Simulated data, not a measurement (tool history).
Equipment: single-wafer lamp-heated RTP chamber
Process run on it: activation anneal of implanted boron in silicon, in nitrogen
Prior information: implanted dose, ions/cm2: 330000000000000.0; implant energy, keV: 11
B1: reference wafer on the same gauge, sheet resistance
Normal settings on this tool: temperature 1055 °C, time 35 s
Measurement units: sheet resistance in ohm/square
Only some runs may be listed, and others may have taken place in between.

{"run": 1, "hour": 0.0, "temperature": 1041, "time": 40, "B1": 353.73, "sheet resistance": 303.93}
{"run": 2, "hour": 46.6, "temperature": 1041, "time": 40, "B1": 354.26, "sheet resistance": 304.99}
{"run": 3, "hour": 117.6, "temperature": 1044, "time": 26, "B1": 354.02, "sheet resistance": 304.89}
{"run": 4, "hour": 202.0, "temperature": 1044, "time": 26, "B1": 354.18, "sheet resistance": 305.84}
{"hour": 236.9, "done": "pyrometer window cleaned and pyrometer calibrated"}
{"run": 5, "hour": 303.9, "temperature": 1044, "time": 26, "B1": 354.12, "sheet resistance": 305.57}
{"run": 6, "hour": 382.5, "temperature": 1055, "time": 35, "B1": 354.03, "sheet resistance": 303.6}
{"run": 7, "hour": 478.9, "temperature": 1055, "time": 35, "B1": 354.0, "sheet resistance": 303.85}
{"run": 8, "hour": 558.9, "temperature": 1055, "time": 35, "B1": 354.2, "sheet resistance": 303.32}
{"run": 9, "hour": 643.4, "temperature": 1040, "time": 30, "B1": 354.03, "sheet resistance": 305.64}
{"run": 10, "hour": 707.4, "temperature": 1040, "time": 30, "B1": 354.2, "sheet resistance": 305.68}
{"run": 11, "hour": 770.0, "temperature": 1040, "time": 30, "B1": 353.91, "sheet resistance": 305.72}
{"hour": 829.1, "done": "pyrometer window cleaned and pyrometer calibrated"}
{"run": 12, "hour": 839.8, "temperature": 1066, "time": 35, "B1": 354.1, "sheet resistance": 302.55}
{"run": 13, "hour": 896.9, "temperature": 1055, "time": 28, "B1": 353.91, "sheet resistance": 305.13}
{"hour": 955.9, "done": "reflector plate cleaned"}
{"run": 14, "hour": 956.4, "temperature": 1070, "time": 35, "B1": 353.83, "sheet resistance": 301.94}
{"run": 15, "hour": 991.6, "temperature": 1070, "time": 35, "B1": 354.02, "sheet resistance": 302.31}
{"run": 16, "hour": 1095.4, "temperature": 1070, "time": 35, "B1": 353.81, "sheet resistance": 301.72}
{"hour": 1115.9, "done": "gauge calibrated"}
{"run": 17, "hour": 1186.4, "temperature": 1055, "time": 35, "B1": 353.96, "sheet resistance": 303.29}
{"run": 18, "hour": 1263.2, "temperature": 1036, "time": 51, "B1": 354.09, "sheet resistance": 304.31}
{"run": 19, "hour": 1302.8, "temperature": 1032, "time": 19, "B1": 353.9, "sheet resistance": 307.26}
{"hour": 1326.8, "done": "pyrometer window cleaned and pyrometer calibrated"}
{"run": 20, "hour": 1400.4, "temperature": 1044, "time": 22, "B1": 354.11, "sheet resistance": 305.92}
{"run": 21, "hour": 1452.8, "temperature": 1055, "time": 15, "B1": 354.25, "sheet resistance": 306.9}
{"run": 22, "hour": 1502.7, "temperature": 1039, "time": 17, "B1": 354.05, "sheet resistance": 307.72}
{"run": 23, "hour": 1561.7, "temperature": 1055, "time": 35, "B1": 353.91, "sheet resistance": 303.6}
{"run": 24, "hour": 1643.6, "temperature": 1055, "time": 35, "B1": 354.18, "sheet resistance": 303.58}
{"run": 25, "hour": 1694.7, "temperature": 1065, "time": 16, "B1": 353.92, "sheet resistance": 305.75}
{"run": 26, "hour": 1779.7, "temperature": 1055, "time": 35, "B1": 354.14, "sheet resistance": 303.46}
{"run": 27, "hour": 1819.6, "temperature": 1031, "time": 35, "B1": 354.35, "sheet resistance": 305.77}
{"hour": 1908.6, "done": "reflector plate cleaned"}
{"run": 28, "hour": 1922.6, "temperature": 1041, "time": 46, "B1": 354.1, "sheet resistance": 303.41}
{"hour": 1944.0, "done": "pyrometer window cleaned and pyrometer calibrated"}
{"run": 29, "hour": 1961.2, "temperature": 1070, "time": 35, "B1": 353.92, "sheet resistance": 302.45}
{"run": 30, "hour": 2053.3, "temperature": 1034, "time": 35, "B1": 354.13, "sheet resistance": 306.35}
{"run": 31, "hour": 2160.8, "temperature": 1055, "time": 35, "B1": 353.85, "sheet resistance": 303.57}
{"run": 32, "hour": 2231.3, "temperature": 1055, "time": 35, "B1": 354.17, "sheet resistance": 304.1}
{"run": 33, "hour": 2280.6, "temperature": 1045, "time": 50, "B1": 354.02, "sheet resistance": 302.86}
{"run": 34, "hour": 2361.2, "temperature": 1071, "time": 21, "B1": 353.68, "sheet resistance": 304.61}

State the hidden condition of the tool at each of the runs:
true wafer temperature minus pyrometer reading, K: 0, the same for each run
wafer temperature error from the tarnished reflector plate, K: 0, the same for each run
gauge reads high (%): 0, the same for each run

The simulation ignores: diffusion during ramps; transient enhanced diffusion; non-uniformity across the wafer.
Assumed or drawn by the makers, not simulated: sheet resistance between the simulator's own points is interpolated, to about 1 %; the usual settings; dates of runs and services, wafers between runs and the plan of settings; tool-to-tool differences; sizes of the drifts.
